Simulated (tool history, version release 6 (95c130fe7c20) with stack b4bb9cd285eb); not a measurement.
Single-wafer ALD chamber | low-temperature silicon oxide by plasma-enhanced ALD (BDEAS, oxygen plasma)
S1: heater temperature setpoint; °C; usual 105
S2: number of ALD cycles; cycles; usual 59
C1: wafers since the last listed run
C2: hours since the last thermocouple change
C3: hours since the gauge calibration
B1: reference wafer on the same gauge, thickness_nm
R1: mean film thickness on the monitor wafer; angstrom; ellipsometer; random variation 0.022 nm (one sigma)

run 1 hour=0.0 | S1=105 S2=68 | C1=0 C2=997.0 C3=926.4 | B1=10.160 | R1=103.27
run 2 hour=14.8 | S1=116 S2=59 | C1=72 C2=1011.8 C3=941.2 | B1=10.163 | R1=88.25
run 3 hour=38.3 | S1=105 S2=59 | C1=114 C2=1035.3 C3=964.7 | B1=10.160 | R1=89.93
run 4 hour=52.8 | S1=105 S2=59 | C1=70 C2=1049.8 C3=979.2 | B1=10.157 | R1=89.84
run 5 hour=80.6 | S1=105 S2=59 | C1=135 C2=1077.6 C3=1007.0 | B1=10.159 | R1=90.05
run 6 hour=95.5 | S1=102 S2=59 | C1=72 C2=1092.5 C3=1021.9 | B1=10.159 | R1=90.11
run 7 hour=130.0 | S1=102 S2=59 | C1=168 C2=1127.0 C3=1056.4 | B1=10.163 | R1=90.22
run 8 hour=150.8 | S1=112 S2=54 | C1=101 C2=1147.8 C3=1077.2 | B1=10.160 | R1=80.88
run 9 hour=180.0 | S1=112 S2=54 | C1=142 C2=1177.0 C3=1106.4 | B1=10.162 | R1=81.28
run 10 hour=195.2 | S1=94 S2=68 | C1=74 C2=1192.2 C3=1121.6 | B1=10.158 | R1=107.38
run 11 hour=218.1 | S1=94 S2=68 | C1=111 C2=1215.1 C3=1144.5 | B1=10.163 | R1=106.28
run 12 hour=241.8 | S1=94 S2=68 | C1=115 C2=1238.8 C3=1168.2 | B1=10.163 | R1=106.77
run 13 hour=254.2 | S1=114 S2=53 | C1=60 C2=1251.2 C3=1180.6 | B1=10.154 | R1=79.46
run 14 hour=283.0 | S1=114 S2=53 | C1=140 C2=1280.0 C3=1209.4 | B1=10.157 | R1=79.00
run 15 hour=317.5 | S1=100 S2=59 | C1=168 C2=1314.5 C3=1243.9 | B1=10.162 | R1=90.58
-- hour=318.6 gauge calibrated
run 16 hour=339.2 | S1=100 S2=59 | C1=105 C2=1336.2 C3=20.6 | B1=10.157 | R1=90.66
run 17 hour=355.4 | S1=100 S2=59 | C1=79 C2=1352.4 C3=36.8 | B1=10.157 | R1=90.93
run 18 hour=378.8 | S1=105 S2=59 | C1=114 C2=1375.8 C3=60.2 | B1=10.159 | R1=90.22
run 19 hour=413.5 | S1=105 S2=59 | C1=169 C2=1410.5 C3=94.9 | B1=10.158 | R1=90.16
run 20 hour=441.8 | S1=95 S2=50 | C1=138 C2=1438.8 C3=123.2 | B1=10.163 | R1=78.52
run 21 hour=506.0 | S1=105 S2=59 | C1=313 C2=1503.0 C3=187.4 | B1=10.157 | R1=89.81
-- hour=524.4 thermocouple changed; heater temperature recalibrated
run 22 hour=524.9 | S1=105 S2=64 | C1=53 C2=0.5 C3=206.3 | B1=10.158 | R1=97.96
run 23 hour=542.3 | S1=116 S2=56 | C1=84 C2=17.9 C3=223.7 | B1=10.161 | R1=83.53
run 24 hour=556.4 | S1=105 S2=59 | C1=68 C2=32.0 C3=237.8 | B1=10.164 | R1=89.76
run 25 hour=579.5 | S1=94 S2=68 | C1=112 C2=55.1 C3=260.9 | B1=10.162 | R1=106.47
run 26 hour=613.5 | S1=105 S2=47 | C1=166 C2=89.1 C3=294.9 | B1=10.156 | R1=71.79
run 27 hour=634.8 | S1=99 S2=59 | C1=104 C2=110.4 C3=316.2 | B1=10.159 | R1=90.62
run 28 hour=653.2 | S1=101 S2=69 | C1=89 C2=128.8 C3=334.6 | B1=10.158 | R1=105.83
run 29 hour=666.5 | S1=92 S2=64 | C1=64 C2=142.1 C3=347.9 | B1=10.164 | R1=100.87
run 30 hour=679.9 | S1=105 S2=59 | C1=65 C2=155.5 C3=361.3 | B1=10.158 | R1=89.93
run 31 hour=698.5 | S1=95 S2=48 | C1=90 C2=174.1 C3=379.9 | B1=10.164 | R1=75.01
run 32 hour=719.6 | S1=101 S2=48 | C1=103 C2=195.2 C3=401.0 | B1=10.158 | R1=73.61
run 33 hour=734.1 | S1=113 S2=50 | C1=70 C2=209.7 C3=415.5 | B1=10.163 | R1=74.93
run 34 hour=759.2 | S1=105 S2=59 | C1=122 C2=234.8 C3=440.6 | B1=10.159 | R1=89.97
run 35 hour=791.8 | S1=105 S2=59 | C1=159 C2=267.4 C3=473.2 | B1=10.156 | R1=90.07
run 36 hour=807.6 | S1=110 S2=71 | C1=77 C2=283.2 C3=489.0 | B1=10.161 | R1=107.69
run 37 hour=840.5 | S1=105 S2=59 | C1=160 C2=316.1 C3=521.9 | B1=10.157 | R1=90.38
run 38 hour=861.7 | S1=119 S2=64 | C1=103 C2=337.3 C3=543.1 | B1=10.159 | R1=95.08
run 39 hour=897.3 | S1=105 S2=59 | C1=173 C2=372.9 C3=578.7 | B1=10.161 | R1=90.09
run 40 hour=930.5 | S1=91 S2=65 | C1=162 C2=406.1 C3=611.9 | B1=10.161 | R1=103.13
run 41 hour=963.0 | S1=92 S2=52 | C1=158 C2=438.6 C3=644.4 | B1=10.156 | R1=82.14
run 42 hour=976.7 | S1=111 S2=66 | C1=66 C2=452.3 C3=658.1 | B1=10.153 | R1=99.20
run 43 hour=1009.1 | S1=105 S2=59 | C1=158 C2=484.7 C3=690.5 | B1=10.163 | R1=90.14
run 44 hour=1030.6 | S1=92 S2=69 | C1=105 C2=506.2 C3=712.0 | B1=10.159 | R1=109.34
run 45 hour=1055.7 | S1=91 S2=69 | C1=122 C2=531.3 C3=737.1 | B1=10.166 | R1=109.30

3 ways to go on from here, each from the tool as it stands after run 45. What would each give?
run A hour=1056.2 | S1=105 S2=62 | C1=2 C2=531.8 C3=737.6 | B1=? | R1=?
run B hour=1056.2 | S1=111 S2=65 | C1=2 C2=531.8 C3=737.6 | B1=? | R1=?
run C hour=1056.2 | S1=93 S2=55 | C1=2 C2=531.8 C3=737.6 | B1=? | R1=?

run=A B1=10.158 R1=94.10
run=B B1=10.158 R1=97.59
run=C B1=10.158 R1=86.32
Without the tool's hidden state the same runs would have given:
run=A R1=94.10
run=B R1=97.59
run=C R1=86.32

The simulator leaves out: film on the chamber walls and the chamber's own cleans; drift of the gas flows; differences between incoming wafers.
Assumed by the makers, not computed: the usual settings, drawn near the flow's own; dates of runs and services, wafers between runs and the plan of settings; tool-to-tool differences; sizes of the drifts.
